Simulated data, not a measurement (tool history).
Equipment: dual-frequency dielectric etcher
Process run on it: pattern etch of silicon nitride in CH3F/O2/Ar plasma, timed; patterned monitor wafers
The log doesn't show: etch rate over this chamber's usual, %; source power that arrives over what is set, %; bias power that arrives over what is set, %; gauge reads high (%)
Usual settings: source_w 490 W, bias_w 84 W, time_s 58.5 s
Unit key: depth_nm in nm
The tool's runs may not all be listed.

run,hour,source_w,bias_w,time_s,wafers since the last listed run,hours since the last wet clean,hours since the last source power generator calibration,hours since the last bias power generator calibration,hours since the last upper electrode change,hours since the gauge calibration,"read-back reference wafer on the same gauge, depth_nm",depth_nm
1,0,490,84,58.5,0,18.9,4568.1,12.2,0.5,1805.9,56.26,53.4
2,116.7,490,84,58.5,1998,135.6,4684.8,128.9,117.2,1922.6,56.23,52.91
3,190.7,490,84,58.5,1266,209.6,4758.8,202.9,191.2,1996.6,56.12,52.98
4,257.2,490,84,58.5,1138,276.1,4825.3,269.4,257.7,2063.1,56.19,52.98
5,333.8,490,84,58.5,1311,352.7,4901.9,346,334.3,2139.7,56.28,52.71
6,404.8,490,72,48.5,1215,423.7,4972.9,417,405.3,2210.7,56.2,40.72
7,510.3,600,90,69,1806,529.2,5078.4,522.5,510.8,2316.2,56.2,67.99
8,605.6,490,84,58.5,1631,624.5,5173.7,617.8,606.1,2411.5,56.14,51.72
# hour 645.1: wet clean of the chamber
9,695.6,520,67,58.5,1129,50.5,5263.7,707.8,696.1,2501.5,56.18,49.67
# hour 763.2: source power generator calibrated
10,798.5,380,65,51.5,1693,153.4,35.3,810.7,799,2604.4,56.19,38.44
11,853.1,370,92,46.5,934,208,89.9,865.3,853.6,2659,56.15,40.49
12,893.4,490,67,58.5,689,248.3,130.2,905.6,893.9,2699.3,56.24,47.77
13,935.9,490,84,58.5,727,290.8,172.7,948.1,936.4,2741.8,56.22,52.87
14,1035.5,390,74,63.5,1705,390.4,272.3,1047.7,1036,2841.4,56.16,49.69
15,1101.5,570,77,51.5,1129,456.4,338.3,1113.7,1102,2907.4,56.18,46.58
16,1201.5,440,84,48,1712,556.4,438.3,1213.7,1202,3007.4,56.12,41.47
17,1278.7,490,84,58.5,1321,633.6,515.5,1290.9,1279.2,3084.6,56.2,52.02
# hour 1361.4: gauge calibrated
# hour 1369.8: wet clean of the chamber
18,1370.3,530,77,46,1157,0.5,607.1,1382.5,1370.8,8.9,56.26,42.56
19,1404.5,490,65,58.5,585,34.7,641.3,1416.7,1405,43.1,56.18,48.72
20,1501,390,84,58.5,1652,131.2,737.8,1513.2,1501.5,139.6,56.22,50.54
21,1586.2,490,84,58.5,1458,216.4,823,1598.4,1586.7,224.8,56.21,53.61
22,1624.6,530,84,42,657,254.8,861.4,1636.8,1625.1,263.2,56.26,39.53
23,1726.9,490,84,58.5,1751,357.1,963.7,1739.1,1727.4,365.5,56.2,53.23
24,1818.3,490,75,45.5,1564,448.5,1055.1,1830.5,1818.8,456.9,56.24,39.07
25,1863.6,490,84,58.5,775,493.8,1100.4,1875.8,1864.1,502.2,56.22,52.86
26,1945.2,490,84,58.5,1397,575.4,1182,1957.4,1945.7,583.8,56.12,52.5
27,2031.3,570,101,53,1474,661.5,1268.1,2043.5,2031.8,669.9,56.2,54.36
# hour 2086.5: wet clean of the chamber
28,2087,490,84,58.5,542,0.5,1323.8,2099.2,2087.5,725.6,56.17,54.47

Consider 5 possible next runs. They are alternatives, not a sequence: every one starts from the tool as it was left by run 28. What does each give?
A,2087.4,490,84,58.5,6,0.9,1324.2,2099.6,2087.9,726,?,?
B,2087.4,490,84,45,6,0.9,1324.2,2099.6,2087.9,726,?,?
C,2087.4,560,70,70.5,6,0.9,1324.2,2099.6,2087.9,726,?,?
D,2087.4,560,97,48,6,0.9,1324.2,2099.6,2087.9,726,?,?
E,2087.4,560,84,58.5,6,0.9,1324.2,2099.6,2087.9,726,?,?

run,"read-back reference wafer on the same gauge, depth_nm",depth_nm
A,56.17,55
B,56.17,42.31
C,56.17,63.61
D,56.17,50.48
E,56.17,57.53
With no hidden state in the tool, these same runs would have given:
run,depth_nm
A,53.82
B,41.4
C,62.32
D,49.37
E,56.3
